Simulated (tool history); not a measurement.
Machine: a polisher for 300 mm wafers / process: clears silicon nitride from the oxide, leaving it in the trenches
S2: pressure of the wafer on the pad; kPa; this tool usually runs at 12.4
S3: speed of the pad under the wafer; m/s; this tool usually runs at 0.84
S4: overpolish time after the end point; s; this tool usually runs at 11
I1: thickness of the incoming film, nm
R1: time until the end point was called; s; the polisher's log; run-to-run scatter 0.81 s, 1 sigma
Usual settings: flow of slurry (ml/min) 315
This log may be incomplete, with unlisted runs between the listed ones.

run 1 hour=0.0 | flow_of_slurry_(ml/min)=360 S2=12.4 S3=0.84 S4=11 | I1=50.9 | R1=90.0
run 2 hour=91.9 | flow_of_slurry_(ml/min)=360 S2=12.4 S3=0.84 S4=11 | I1=50.9 | R1=91.1
-- hour=302.5 worn pad replaced by a new one
-- hour=367.5 slurry nozzle cleaned
run 3 hour=415.8 | flow_of_slurry_(ml/min)=315 S2=12.4 S3=0.84 S4=11 | I1=50.0 | R1=91.0
run 4 hour=476.2 | flow_of_slurry_(ml/min)=315 S2=12.4 S3=0.84 S4=11 | I1=50.2 | R1=92.2
run 5 hour=545.6 | flow_of_slurry_(ml/min)=315 S2=12.4 S3=0.84 S4=11 | I1=49.5 | R1=89.9
run 6 hour=614.3 | flow_of_slurry_(ml/min)=315 S2=12.4 S3=0.84 S4=11 | I1=50.0 | R1=92.2
-- hour=842.9 worn pad replaced by a new one
-- hour=844.4 slurry nozzle cleaned
run 7 hour=922.2 | flow_of_slurry_(ml/min)=315 S2=12.4 S3=0.84 S4=11 | I1=49.8 | R1=94.1
run 8 hour=977.6 | flow_of_slurry_(ml/min)=315 S2=13.8 S3=0.84 S4=11 | I1=49.6 | R1=83.9
run 9 hour=1043.5 | flow_of_slurry_(ml/min)=270 S2=12.4 S3=0.84 S4=11 | I1=50.2 | R1=96.7
-- hour=1076.4 head pressure recalibrated
run 10 hour=1131.9 | flow_of_slurry_(ml/min)=270 S2=12.4 S3=0.84 S4=11 | I1=49.9 | R1=88.1
run 11 hour=1173.6 | flow_of_slurry_(ml/min)=315 S2=12.4 S3=0.84 S4=11 | I1=49.7 | R1=88.8
run 12 hour=1255.2 | flow_of_slurry_(ml/min)=315 S2=12.4 S3=0.84 S4=11 | I1=50.0 | R1=89.0
run 13 hour=1343.5 | flow_of_slurry_(ml/min)=315 S2=12.4 S3=0.84 S4=11 | I1=49.8 | R1=87.7
run 14 hour=1404.5 | flow_of_slurry_(ml/min)=375 S2=12.4 S3=0.84 S4=9 | I1=49.9 | R1=87.2
-- hour=1429.9 worn pad replaced by a new one
run 15 hour=1448.0 | flow_of_slurry_(ml/min)=270 S2=12.4 S3=0.84 S4=11 | I1=49.6 | R1=90.4
-- hour=1458.1 slurry nozzle cleaned
run 16 hour=1547.0 | flow_of_slurry_(ml/min)=225 S2=12.4 S3=0.94 S4=11 | I1=49.5 | R1=84.8
run 17 hour=1840.1 | flow_of_slurry_(ml/min)=240 S2=12.4 S3=1.10 S4=8 | I1=49.9 | R1=76.8
run 18 hour=1890.1 | flow_of_slurry_(ml/min)=315 S2=15.2 S3=0.84 S4=11 | I1=49.5 | R1=74.8
run 19 hour=1943.5 | flow_of_slurry_(ml/min)=315 S2=9.7 S3=0.84 S4=14 | I1=49.2 | R1=115.4
-- hour=1948.9 worn pad replaced by a new one
run 20 hour=2008.9 | flow_of_slurry_(ml/min)=315 S2=15.9 S3=1.12 S4=11 | I1=50.5 | R1=59.6
-- hour=2029.2 slurry nozzle cleaned
-- hour=2089.2 head pressure recalibrated
run 21 hour=2108.3 | flow_of_slurry_(ml/min)=315 S2=12.4 S3=0.84 S4=11 | I1=49.7 | R1=87.4
run 22 hour=2212.7 | flow_of_slurry_(ml/min)=285 S2=15.2 S3=0.84 S4=8 | I1=50.0 | R1=73.0
run 23 hour=2316.4 | flow_of_slurry_(ml/min)=315 S2=9.0 S3=0.96 S4=15 | I1=50.3 | R1=112.6
run 24 hour=2411.8 | flow_of_slurry_(ml/min)=280 S2=12.4 S3=0.60 S4=14 | I1=49.6 | R1=109.5
-- hour=2450.6 worn pad replaced by a new one
run 25 hour=2492.8 | flow_of_slurry_(ml/min)=315 S2=12.4 S3=0.84 S4=11 | I1=50.3 | R1=90.4
run 26 hour=2552.7 | flow_of_slurry_(ml/min)=315 S2=12.4 S3=0.96 S4=14 | I1=50.3 | R1=81.5
-- hour=2565.1 slurry nozzle cleaned
run 27 hour=2632.4 | flow_of_slurry_(ml/min)=315 S2=9.0 S3=1.12 S4=11 | I1=49.9 | R1=100.2
run 28 hour=2682.8 | flow_of_slurry_(ml/min)=315 S2=12.4 S3=1.08 S4=16 | I1=49.7 | R1=74.7
run 29 hour=2732.8 | flow_of_slurry_(ml/min)=315 S2=10.3 S3=0.84 S4=11 | I1=50.7 | R1=109.5

Below, some changes in R1 between adjacent runs. For each, the amount present without the hidden state too (settings, incoming material, random variation) and the amount remaining for the hidden state with gauge scatter not shared by both compared results:
Hidden conditions of the tool in this case: removal rate lost through wear of the pad, %; slurry flow missing at the pad, %; deviation of the head's pressure from its setpoint, %.
Run 9 -> 10: head pressure recalibrated. R1 -8.6 s: hidden state -6.4, all else -2.2.
Run 18 -> 19: S2 15.2 -> 9.7, S4 11 -> 14. R1 +40.6 s: hidden state +1.6, all else +39.0.
Run 19 -> 20: S2 9.7 -> 15.9, S3 0.84 -> 1.12, S4 14 -> 11, worn pad replaced by a new one. R1 -55.8 s: hidden state -1.4, all else -54.4.
Run 20 -> 21: S2 15.9 -> 12.4, S3 1.12 -> 0.84, slurry nozzle cleaned, head pressure recalibrated. R1 +27.8 s: hidden state -2.7, all else +30.5.

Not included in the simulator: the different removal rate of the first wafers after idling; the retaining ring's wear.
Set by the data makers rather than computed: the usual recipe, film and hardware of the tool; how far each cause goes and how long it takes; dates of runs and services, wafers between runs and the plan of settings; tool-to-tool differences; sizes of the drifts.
